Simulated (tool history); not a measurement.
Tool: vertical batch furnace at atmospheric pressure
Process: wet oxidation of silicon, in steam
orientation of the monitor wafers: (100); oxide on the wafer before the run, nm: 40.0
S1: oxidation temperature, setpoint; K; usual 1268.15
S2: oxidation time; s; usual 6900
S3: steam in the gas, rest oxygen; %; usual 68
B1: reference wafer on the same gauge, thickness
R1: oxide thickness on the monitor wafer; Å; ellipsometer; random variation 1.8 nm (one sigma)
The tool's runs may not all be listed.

| run | hour | S1 | S2 | S3 | B1 | R1 |
|---|---|---|---|---|---|---|
| 1 | 0.0 | 1252.15 | 6150 | 68 | 536.15 | 4287.2 |
| 2 | 13.8 | 1252.15 | 6150 | 68 | 536.31 | 4287.2 |
| 3 | 46.2 | 1252.15 | 6150 | 68 | 536.42 | 4275.5 |
| 4 | 63.7 | 1268.15 | 6900 | 68 | 535.45 | 5149.5 |
| 5 | 92.2 | 1268.15 | 6900 | 68 | 535.43 | 5153.0 |
| 6 | 123.0 | 1268.15 | 6900 | 68 | 535.41 | 5115.3 |
| 7 | 142.8 | 1268.15 | 8070 | 68 | 534.96 | 5706.7 |
| 8 | 178.1 | 1268.15 | 6900 | 68 | 534.16 | 5147.1 |
| 9 | 183.3 | 1268.15 | 6900 | 68 | 533.70 | 5134.3 |
| 10 | 207.1 | 1268.15 | 6900 | 68 | 533.48 | 5127.5 |
| 11 | 226.4 | 1268.15 | 5940 | 68 | 532.60 | 4658.1 |
| 12 | 251.4 | 1268.15 | 6900 | 68 | 531.54 | 5143.5 |
| 13 | 289.6 | 1279.15 | 3750 | 68 | 529.40 | 3709.0 |
| 14 | 308.0 | 1286.15 | 6900 | 68 | 535.65 | 5721.9 |
| 15 | 389.2 | 1247.15 | 10200 | 64 | 535.55 | 5518.8 |
| 16 | 414.6 | 1277.15 | 6000 | 62 | 535.40 | 4679.7 |
| 17 | 450.1 | 1277.15 | 10110 | 79 | 534.74 | 7588.7 |
| 18 | 463.4 | 1256.15 | 9420 | 56 | 534.73 | 5116.2 |
| 19 | 479.5 | 1254.15 | 6900 | 68 | 534.32 | 4688.8 |
| 20 | 495.9 | 1268.15 | 6900 | 68 | 533.64 | 5124.4 |
| 21 | 521.7 | 1276.15 | 5550 | 56 | 532.73 | 4131.9 |

Not shown: 3 entries that the log had between the listed runs. Between which runs, and how does the tool's hidden state differ before and after?
Between runs 7 and 8: thermocouples replaced and temperature profile calibrated (hour 177.6)
  gauge reads high (%): -0.239 -> -0.387
  measured less the result without the state, R1: -13.7 -> -20.0 Å
Between runs 12 and 13: steam generator serviced (hour 289.1)
  gauge reads high (%): -0.8 -> -1.07
  measured less the result without the state, R1: -41.5 -> -40.1 Å
Between runs 13 and 14: gauge calibrated (hour 294.7)
  gauge reads high (%): -1.07 -> 0.12
  measured less the result without the state, R1: -40.1 -> +6.8 Å
